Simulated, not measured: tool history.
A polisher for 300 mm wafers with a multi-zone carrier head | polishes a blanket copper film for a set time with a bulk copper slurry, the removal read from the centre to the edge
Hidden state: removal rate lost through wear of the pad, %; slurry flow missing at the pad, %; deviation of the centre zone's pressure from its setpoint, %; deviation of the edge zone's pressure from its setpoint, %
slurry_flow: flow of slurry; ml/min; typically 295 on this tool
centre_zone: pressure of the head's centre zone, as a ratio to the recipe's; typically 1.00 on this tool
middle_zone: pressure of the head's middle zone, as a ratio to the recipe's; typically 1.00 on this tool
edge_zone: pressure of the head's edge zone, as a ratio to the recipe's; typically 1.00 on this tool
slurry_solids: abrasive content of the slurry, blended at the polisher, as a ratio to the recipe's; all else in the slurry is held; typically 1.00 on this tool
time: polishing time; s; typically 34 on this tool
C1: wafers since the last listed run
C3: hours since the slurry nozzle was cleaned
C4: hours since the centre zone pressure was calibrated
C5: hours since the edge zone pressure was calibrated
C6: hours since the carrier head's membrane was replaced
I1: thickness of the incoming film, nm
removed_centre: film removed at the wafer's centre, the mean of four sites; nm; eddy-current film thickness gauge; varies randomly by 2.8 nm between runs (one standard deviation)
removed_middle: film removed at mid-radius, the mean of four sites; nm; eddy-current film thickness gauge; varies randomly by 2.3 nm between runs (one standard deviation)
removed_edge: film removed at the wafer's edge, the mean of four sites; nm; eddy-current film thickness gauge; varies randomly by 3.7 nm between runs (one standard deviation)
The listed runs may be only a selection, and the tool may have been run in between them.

Run 1, hour 0.0: usual settings but centre_zone 0.88; C1 0; wafers polished on this pad 998; C3 145.4; C4 91.6; C5 388.2; C6 853.0; I1 1857.2. Result: removed_centre 252.7 nm, removed_middle 279.5 nm, removed_edge 268.4 nm.
Run 2, hour 60.7: usual settings but centre_zone 1.04, edge_zone 0.93, slurry_solids 1.20, time 46 s; C1 797; wafers polished on this pad 1795; C3 206.1; C4 152.3; C5 448.9; C6 913.7; I1 1850.0. Result: removed_centre 417.4 nm, removed_middle 394.9 nm, removed_edge 362.7 nm.
Run 3, hour 119.5: usual settings; C1 772; wafers polished on this pad 2567; C3 264.9; C4 211.1; C5 507.7; C6 972.5; I1 1869.9. Result: removed_centre 273.9 nm, removed_middle 273.9 nm, removed_edge 269.4 nm.
Run 4, hour 166.5: usual settings; C1 617; wafers polished on this pad 3184; C3 311.9; C4 258.1; C5 554.7; C6 1019.5; I1 1855.8. Result: removed_centre 279.5 nm, removed_middle 274.0 nm, removed_edge 266.5 nm.
At hour 190.5: carrier head's membrane replaced by a new one.
Run 5, hour 214.1: usual settings but slurry_flow 250 ml/min, time 41 s; C1 559; wafers polished on this pad 3744; C3 359.5; C4 305.7; C5 602.3; C6 23.6; I1 1842.7. Result: removed_centre 321.3 nm, removed_middle 316.7 nm, removed_edge 313.3 nm.
Run 6, hour 246.0: usual settings; C1 418; wafers polished on this pad 4162; C3 391.4; C4 337.6; C5 634.2; C6 55.5; I1 1850.1. Result: removed_centre 268.3 nm, removed_middle 268.4 nm, removed_edge 262.2 nm.
Run 7, hour 274.3: usual settings but centre_zone 1.09, middle_zone 0.90, edge_zone 0.90, slurry_solids 1.25; C1 371; wafers polished on this pad 4534; C3 419.7; C4 365.9; C5 662.5; C6 83.8; I1 1863.8. Result: removed_centre 302.5 nm, removed_middle 261.8 nm, removed_edge 263.3 nm.
At hour 282.7: slurry nozzle cleaned.
Run 8, hour 336.6: usual settings; C1 804; wafers polished on this pad 5339; C3 53.9; C4 428.2; C5 724.8; C6 146.1; I1 1883.1. Result: removed_centre 258.4 nm, removed_middle 258.1 nm, removed_edge 254.2 nm.
At hour 345.8: centre zone pressure recalibrated.
At hour 375.9: worn pad replaced by a new one.
Run 9, hour 378.9: usual settings; C1 476; wafers polished on this pad 39; C3 96.2; C4 33.1; C5 767.1; C6 188.4; I1 1890.3. Result: removed_centre 284.1 nm, removed_middle 284.1 nm, removed_edge 278.6 nm.
Run 10, hour 441.0: usual settings; C1 815; wafers polished on this pad 855; C3 158.3; C4 95.2; C5 829.2; C6 250.5; I1 1853.7. Result: removed_centre 288.0 nm, removed_middle 279.1 nm, removed_edge 272.0 nm.
At hour 476.4: edge zone pressure recalibrated.
Run 11, hour 509.3: usual settings but slurry_solids 1.15, time 45 s; C1 870; wafers polished on this pad 1725; C3 226.6; C4 163.5; C5 32.9; C6 318.8; I1 1876.8. Result: removed_centre 380.3 nm, removed_middle 378.6 nm, removed_edge 369.4 nm.
Run 12, hour 574.1: usual settings but slurry_flow 350 ml/min, middle_zone 0.94, edge_zone 0.97, slurry_solids 0.80; C1 850; wafers polished on this pad 2576; C3 291.4; C4 228.3; C5 97.7; C6 383.6; I1 1871.1. Result: removed_centre 278.9 nm, removed_middle 262.0 nm, removed_edge 257.2 nm.
Run 13, hour 630.5: usual settings but edge_zone 0.95, time 27 s; C1 740; wafers polished on this pad 3317; C3 347.8; C4 284.7; C5 154.1; C6 440.0; I1 1859.0. Result: removed_centre 219.9 nm, removed_middle 218.3 nm, removed_edge 209.8 nm.
Run 14, hour 696.8: usual settings but slurry_flow 245 ml/min, edge_zone 1.10, slurry_solids 0.85; C1 870; wafers polished on this pad 4187; C3 414.1; C4 351.0; C5 220.4; C6 506.3; I1 1851.4. Result: removed_centre 256.1 nm, removed_middle 253.4 nm, removed_edge 265.2 nm.
Run 15, hour 725.6: usual settings but centre_zone 0.92, time 40 s; C1 378; wafers polished on this pad 4565; C3 442.9; C4 379.8; C5 249.2; C6 535.1; I1 1839.5. Result: removed_centre 292.0 nm, removed_middle 310.1 nm, removed_edge 305.6 nm.
At hour 763.7: slurry nozzle cleaned.
Run 16, hour 772.6: usual settings but middle_zone 0.88, time 45 s; C1 604; wafers polished on this pad 5169; C3 8.9; C4 426.8; C5 296.2; C6 582.1; I1 1823.4. Result: removed_centre 347.1 nm, removed_middle 322.6 nm, removed_edge 326.6 nm.
At hour 798.9: worn pad replaced by a new one.
Run 17, hour 800.5: usual settings but middle_zone 1.06, slurry_solids 0.75; C1 313; wafers polished on this pad 20; C3 36.8; C4 454.7; C5 324.1; C6 610.0; I1 1879.6. Result: removed_centre 274.8 nm, removed_middle 277.5 nm, removed_edge 261.3 nm.
At hour 804.5: centre zone pressure recalibrated.
Run 18, hour 852.8: usual settings but centre_zone 0.92, middle_zone 0.91; C1 660; wafers polished on this pad 680; C3 89.1; C4 48.3; C5 376.4; C6 662.3; I1 1865.6. Result: removed_centre 267.1 nm, removed_middle 269.7 nm, removed_edge 276.6 nm.
Run 19, hour 885.3: usual settings but slurry_solids 0.90; C1 426; wafers polished on this pad 1107; C3 121.6; C4 80.8; C5 408.9; C6 694.8; I1 1873.6. Result: removed_centre 284.0 nm, removed_middle 274.1 nm, removed_edge 268.1 nm.
Run 20, hour 945.1: usual settings but centre_zone 1.11, middle_zone 1.09, edge_zone 0.96, slurry_solids 1.15; C1 785; wafers polished on this pad 1892; C3 181.4; C4 140.6; C5 468.7; C6 754.6; I1 1894.0. Result: removed_centre 322.8 nm, removed_middle 296.2 nm, removed_edge 268.0 nm.

5 options for the next run, each taken on its own from the tool as it stands now. Forecast them:
Run A, hour 945.5: usual settings but middle_zone 0.91; C1 5; wafers polished on this pad 1898; C3 181.8; C4 141.0; C5 469.1; C6 755.0; I1 1839.9. Result: removed_centre ?, removed_middle ?, removed_edge ?.
Run B, hour 945.5: usual settings but slurry_flow 345 ml/min, centre_zone 0.90; C1 5; wafers polished on this pad 1898; C3 181.8; C4 141.0; C5 469.1; C6 755.0; I1 1839.9. Result: removed_centre ?, removed_middle ?, removed_edge ?.
Run C, hour 945.5: usual settings but centre_zone 0.91, edge_zone 1.06; C1 5; wafers polished on this pad 1898; C3 181.8; C4 141.0; C5 469.1; C6 755.0; I1 1839.9. Result: removed_centre ?, removed_middle ?, removed_edge ?.
Run D, hour 945.5: usual settings but slurry_flow 220 ml/min, edge_zone 0.95, slurry_solids 1.25; C1 5; wafers polished on this pad 1898; C3 181.8; C4 141.0; C5 469.1; C6 755.0; I1 1839.9. Result: removed_centre ?, removed_middle ?, removed_edge ?.
Run E, hour 945.5: usual settings but centre_zone 0.90; C1 5; wafers polished on this pad 1898; C3 181.8; C4 141.0; C5 469.1; C6 755.0; I1 1839.9. Result: removed_centre ?, removed_middle ?, removed_edge ?.

run  removed_centre  removed_middle  removed_edge
  A           285.5           266.9         275.6
  B           261.2           283.8         278.7
  C           259.7           279.4         283.3
  D           284.4           279.3         271.3
  E           256.8           279.5         275.4
Take away the tool's hidden state, keep each run's random variation, and the runs would have read:
run  removed_centre  removed_middle  removed_edge
  A           291.0           272.1         281.0
  B           266.3           289.4         284.1
  C           264.7           284.9         288.9
  D           289.9           284.8         276.6
  E           261.8           284.9         280.8
